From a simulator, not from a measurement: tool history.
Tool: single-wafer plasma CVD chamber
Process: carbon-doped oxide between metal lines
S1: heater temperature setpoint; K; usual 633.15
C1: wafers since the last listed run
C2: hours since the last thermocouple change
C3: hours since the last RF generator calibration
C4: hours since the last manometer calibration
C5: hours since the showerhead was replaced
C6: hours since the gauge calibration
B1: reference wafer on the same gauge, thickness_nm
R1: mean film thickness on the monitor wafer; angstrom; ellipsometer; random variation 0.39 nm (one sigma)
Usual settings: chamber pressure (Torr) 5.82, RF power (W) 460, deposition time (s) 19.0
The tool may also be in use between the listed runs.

{"run": 1, "hour": 0.0, "S1": 633.15, "chamber pressure (Torr)": 5.82, "RF power (W)": 460, "deposition time (s)": 19.0, "C1": 0, "C2": 1007.6, "C3": 1442.0, "C4": 227.4, "C5": 2087.8, "C6": 343.1, "B1": 80.791, "R1": 824.44}
{"run": 2, "hour": 75.7, "S1": 633.15, "chamber pressure (Torr)": 5.82, "RF power (W)": 460, "deposition time (s)": 19.0, "C1": 2078, "C2": 1083.3, "C3": 1517.7, "C4": 303.1, "C5": 2163.5, "C6": 418.8, "B1": 80.85, "R1": 826.23}
{"hour": 106.2, "done": "thermocouple changed; heater temperature recalibrated"}
{"run": 3, "hour": 133.3, "S1": 633.15, "chamber pressure (Torr)": 5.82, "RF power (W)": 460, "deposition time (s)": 19.0, "C1": 1362, "C2": 27.1, "C3": 1575.3, "C4": 360.7, "C5": 2221.1, "C6": 476.4, "B1": 80.78, "R1": 816.41}
{"run": 4, "hour": 233.0, "S1": 633.15, "chamber pressure (Torr)": 5.82, "RF power (W)": 460, "deposition time (s)": 19.0, "C1": 2738, "C2": 126.8, "C3": 1675.0, "C4": 460.4, "C5": 2320.8, "C6": 576.1, "B1": 80.862, "R1": 819.05}
{"run": 5, "hour": 321.4, "S1": 633.15, "chamber pressure (Torr)": 5.82, "RF power (W)": 460, "deposition time (s)": 19.0, "C1": 2427, "C2": 215.2, "C3": 1763.4, "C4": 548.8, "C5": 2409.2, "C6": 664.5, "B1": 80.859, "R1": 812.71}
{"run": 6, "hour": 419.8, "S1": 633.15, "chamber pressure (Torr)": 5.82, "RF power (W)": 460, "deposition time (s)": 19.0, "C1": 2702, "C2": 313.6, "C3": 1861.8, "C4": 647.2, "C5": 2507.6, "C6": 762.9, "B1": 80.748, "R1": 809.75}
{"run": 7, "hour": 461.5, "S1": 642.15, "chamber pressure (Torr)": 5.82, "RF power (W)": 440, "deposition time (s)": 19.0, "C1": 1145, "C2": 355.3, "C3": 1903.5, "C4": 688.9, "C5": 2549.3, "C6": 804.6, "B1": 80.737, "R1": 764.33}
{"run": 8, "hour": 509.6, "S1": 633.15, "chamber pressure (Torr)": 5.82, "RF power (W)": 460, "deposition time (s)": 19.0, "C1": 1320, "C2": 403.4, "C3": 1951.6, "C4": 737.0, "C5": 2597.4, "C6": 852.7, "B1": 80.754, "R1": 799.28}
{"run": 9, "hour": 614.0, "S1": 633.15, "chamber pressure (Torr)": 5.82, "RF power (W)": 460, "deposition time (s)": 19.0, "C1": 2867, "C2": 507.8, "C3": 2056.0, "C4": 841.4, "C5": 2701.8, "C6": 957.1, "B1": 80.767, "R1": 793.55}
{"run": 10, "hour": 715.2, "S1": 633.15, "chamber pressure (Torr)": 5.82, "RF power (W)": 460, "deposition time (s)": 19.0, "C1": 2779, "C2": 609.0, "C3": 2157.2, "C4": 942.6, "C5": 2803.0, "C6": 1058.3, "B1": 80.763, "R1": 792.21}
{"run": 11, "hour": 783.2, "S1": 633.15, "chamber pressure (Torr)": 5.82, "RF power (W)": 460, "deposition time (s)": 19.0, "C1": 1867, "C2": 677.0, "C3": 2225.2, "C4": 1010.6, "C5": 2871.0, "C6": 1126.3, "B1": 80.774, "R1": 789.12}
{"hour": 861.1, "done": "showerhead replaced, of another model than before"}
{"run": 12, "hour": 883.4, "S1": 633.15, "chamber pressure (Torr)": 5.82, "RF power (W)": 495, "deposition time (s)": 19.0, "C1": 2532, "C2": 777.2, "C3": 2325.4, "C4": 1110.8, "C5": 22.3, "C6": 1226.5, "B1": 80.844, "R1": 838.12}
{"hour": 960.8, "done": "RF generator calibrated"}
{"run": 13, "hour": 985.5, "S1": 633.15, "chamber pressure (Torr)": 5.82, "RF power (W)": 460, "deposition time (s)": 19.0, "C1": 2584, "C2": 879.3, "C3": 24.7, "C4": 1212.9, "C5": 124.4, "C6": 1328.6, "B1": 80.873, "R1": 848.32}
{"hour": 1017.1, "done": "capacitance manometer re-zeroed and calibrated"}
{"hour": 1075.4, "done": "gauge calibrated"}
{"run": 14, "hour": 1089.8, "S1": 643.15, "chamber pressure (Torr)": 5.82, "RF power (W)": 460, "deposition time (s)": 19.0, "C1": 2644, "C2": 983.6, "C3": 129.0, "C4": 72.7, "C5": 228.7, "C6": 14.4, "B1": 80.78, "R1": 824.06}
{"run": 15, "hour": 1144.9, "S1": 633.15, "chamber pressure (Torr)": 5.82, "RF power (W)": 460, "deposition time (s)": 19.0, "C1": 1513, "C2": 1038.7, "C3": 184.1, "C4": 127.8, "C5": 283.8, "C6": 69.5, "B1": 80.709, "R1": 836.26}
{"hour": 1368.8, "done": "thermocouple changed; heater temperature recalibrated"}
{"run": 16, "hour": 1374.3, "S1": 633.15, "chamber pressure (Torr)": 5.82, "RF power (W)": 510, "deposition time (s)": 20.0, "C1": 6080, "C2": 5.5, "C3": 413.5, "C4": 357.2, "C5": 513.2, "C6": 298.9, "B1": 80.917, "R1": 937.17}
{"run": 17, "hour": 1476.4, "S1": 622.15, "chamber pressure (Torr)": 5.82, "RF power (W)": 520, "deposition time (s)": 18.0, "C1": 2803, "C2": 107.6, "C3": 515.6, "C4": 459.3, "C5": 615.3, "C6": 401.0, "B1": 80.773, "R1": 872.16}
{"run": 18, "hour": 1534.2, "S1": 639.15, "chamber pressure (Torr)": 6.57, "RF power (W)": 525, "deposition time (s)": 17.2, "C1": 1587, "C2": 165.4, "C3": 573.4, "C4": 517.1, "C5": 673.1, "C6": 458.8, "B1": 80.874, "R1": 823.06}
{"run": 19, "hour": 1635.2, "S1": 633.15, "chamber pressure (Torr)": 7.03, "RF power (W)": 460, "deposition time (s)": 19.0, "C1": 2773, "C2": 266.4, "C3": 674.4, "C4": 618.1, "C5": 774.1, "C6": 559.8, "B1": 80.805, "R1": 859.78}
{"run": 20, "hour": 1710.0, "S1": 633.15, "chamber pressure (Torr)": 7.03, "RF power (W)": 460, "deposition time (s)": 20.7, "C1": 2054, "C2": 341.2, "C3": 749.2, "C4": 692.9, "C5": 848.9, "C6": 634.6, "B1": 80.763, "R1": 934.34}
{"run": 21, "hour": 1759.5, "S1": 633.15, "chamber pressure (Torr)": 6.4, "RF power (W)": 530, "deposition time (s)": 19.0, "C1": 1359, "C2": 390.7, "C3": 798.7, "C4": 742.4, "C5": 898.4, "C6": 684.1, "B1": 80.781, "R1": 919.38}
{"run": 22, "hour": 1838.5, "S1": 633.15, "chamber pressure (Torr)": 5.82, "RF power (W)": 460, "deposition time (s)": 20.2, "C1": 2169, "C2": 469.7, "C3": 877.7, "C4": 821.4, "C5": 977.4, "C6": 763.1, "B1": 80.603, "R1": 889.44}

What the log doesn't show, run by run:
wafer temperature above the value expected at the setpoint (K): 0 in every run
true pressure above the setpoint (%): 0 in every run
gauge reads high (%): 0 in every run
H1: delivered RF power above the setpoint (%)
run=1 H1=-3.97
run=2 H1=-4.38
run=3 H1=-4.7
run=4 H1=-5.28
run=5 H1=-5.83
run=6 H1=-6.47
run=7 H1=-6.76
run=8 H1=-7.09
run=9 H1=-7.85
run=10 H1=-8.62
run=11 H1=-9.15
run=12 H1=-9.98
run=13 H1=-1.52
run=14 H1=-1.55
run=15 H1=-1.58
run=16 H1=-1.83
run=17 H1=-2
run=18 H1=-2.11
run=19 H1=-2.34
run=20 H1=-2.53
run=21 H1=-2.67
run=22 H1=-2.91
